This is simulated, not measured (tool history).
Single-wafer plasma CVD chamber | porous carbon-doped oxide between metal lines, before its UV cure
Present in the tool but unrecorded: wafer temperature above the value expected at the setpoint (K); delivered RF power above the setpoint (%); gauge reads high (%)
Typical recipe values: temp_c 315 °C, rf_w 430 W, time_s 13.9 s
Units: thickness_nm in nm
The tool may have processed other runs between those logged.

run   hour  temp_c  rf_w  time_s  wafers since the last listed run  hours since the last thermocouple change  hours since the last RF generator calibration  hours since the showerhead was replaced  hours since the gauge calibration  read-back reference wafer on the same gauge, thickness_nm  thickness_nm
  1      0     315   430    13.9                                 0                                     860.8                                          802.1                                   7972.9                              379.7                                                     61.846        57.164
  2   20.1     315   430    13.9                               444                                     880.9                                          822.2                                     7993                              399.8                                                     61.745        57.034
  3     48     315   430    13.9                               616                                     908.8                                          850.1                                   8020.9                              427.7                                                     61.871        57.301
  4   79.3     315   430    13.9                               691                                     940.1                                          881.4                                   8052.2                                459                                                     61.853        57.022
  5   92.5     315   430    13.9                               291                                     953.3                                          894.6                                   8065.4                              472.2                                                     61.866        57.114
  6  123.8     315   395    13.9                               691                                     984.6                                          925.9                                   8096.7                              503.5                                                     61.907        53.921
  7  157.8     315   395    13.9                               751                                    1018.6                                          959.9                                   8130.7                              537.5                                                     62.046        53.828
  8  221.8     315   395    13.9                              1413                                    1082.6                                         1023.9                                   8194.7                              601.5                                                     62.143        54.181
     250.7  -- showerhead replaced
  9  256.9     315   410    13.9                               598                                    1117.7                                           1059                                      6.2                              636.6                                                     62.253        55.467
 10  279.2     315   410    13.9                               492                                      1140                                         1081.3                                     28.5                              658.9                                                     62.171        55.589
 11  302.4     315   430    13.9                               512                                    1163.2                                         1104.5                                     51.7                              682.1                                                     62.283         57.84
 12  315.3     315   430    13.9                               284                                    1176.1                                         1117.4                                     64.6                                695                                                     62.458        57.565
 13  338.3     315   410    14.9                               508                                    1199.1                                         1140.4                                     87.6                                718                                                      62.38        59.488
 14  352.8     315   410    14.9                               320                                    1213.6                                         1154.9                                    102.1                              732.5                                                     62.494        59.707
 15  372.9     307   500    15.2                               444                                    1233.7                                           1175                                    122.2                              752.6                                                     62.559        72.994
 16    392     315   380    13.9                               421                                    1252.8                                         1194.1                                    141.3                              771.7                                                     62.496        52.885
     463.3  -- gauge calibrated
 17  495.4     315   465    13.9                              2284                                    1356.2                                         1297.5                                    244.7                               32.1                                                     61.648        60.469
 18  521.1     315   430    13.9                               567                                    1381.9                                         1323.2                                    270.4                               57.8                                                     61.577        56.927
 19  541.5     315   375    13.9                               450                                    1402.3                                         1343.6                                    290.8                               78.2                                                     61.617        51.627
 20  571.2     328   430    13.9                               656                                      1432                                         1373.3                                    320.5                              107.9                                                     61.605        53.047
     580.3  -- thermocouple changed; heater temperature recalibrated
 21  591.8     315   430    13.9                               278                                      11.5                                         1393.9                                    341.1                              128.5                                                     61.668        56.963
     600.4  -- RF generator calibrated
 22  604.5     315   345    13.9                               103                                      24.2                                            4.1                                    353.8                              141.2                                                     61.567        48.357
 23  626.3     322   430    12.3                               481                                        46                                           25.9                                    375.6                                163                                                     61.634         48.72
 24  638.4     315   430    13.9                               267                                      58.1                                             38                                    387.7                              175.1                                                      61.65        56.944
 25  663.4     315   430    13.9                               552                                      83.1                                             63                                    412.7                              200.1                                                     61.637        57.113
 26  686.7     315   430    13.9                               514                                     106.4                                           86.3                                      436                              223.4                                                     61.638        57.117
 27  707.3     321   400    12.7                               455                                       127                                          106.9                                    456.6                                244                                                     61.663        47.936
 28  733.5     315   370    13.9                               578                                     153.2                                          133.1                                    482.8                              270.2                                                     61.755        51.144
 29  798.6     315   365    13.9                              1438                                     218.3                                          198.2                                    547.9                              335.3                                                     61.819        50.751

Forecast each of these 5 alternatives for the next run:
  A   799     315   430    13.9                                 8                                     218.7                                          198.6                                    548.3                              335.7                                                          ?             ?
  B   799     320   430    13.9                                 8                                     218.7                                          198.6                                    548.3                              335.7                                                          ?             ?
  C   799     310   510    11.5                                 8                                     218.7                                          198.6                                    548.3                              335.7                                                          ?             ?
  D   799     309   485    15.4                                 8                                     218.7                                          198.6                                    548.3                              335.7                                                          ?             ?
  E   799     310   430    13.9                                 8                                     218.7                                          198.6                                    548.3                              335.7                                                          ?             ?

run  read-back reference wafer on the same gauge, thickness_nm  thickness_nm
  A                                                     61.818        57.138
  B                                                     61.818         55.49
  C                                                     61.818        55.052
  D                                                     61.818        71.081
  E                                                     61.818        58.879
Without the tool's hidden state the same runs would have given:
run  thickness_nm
  A         56.96
  B        55.317
  C        54.881
  D         70.86
  E        58.696
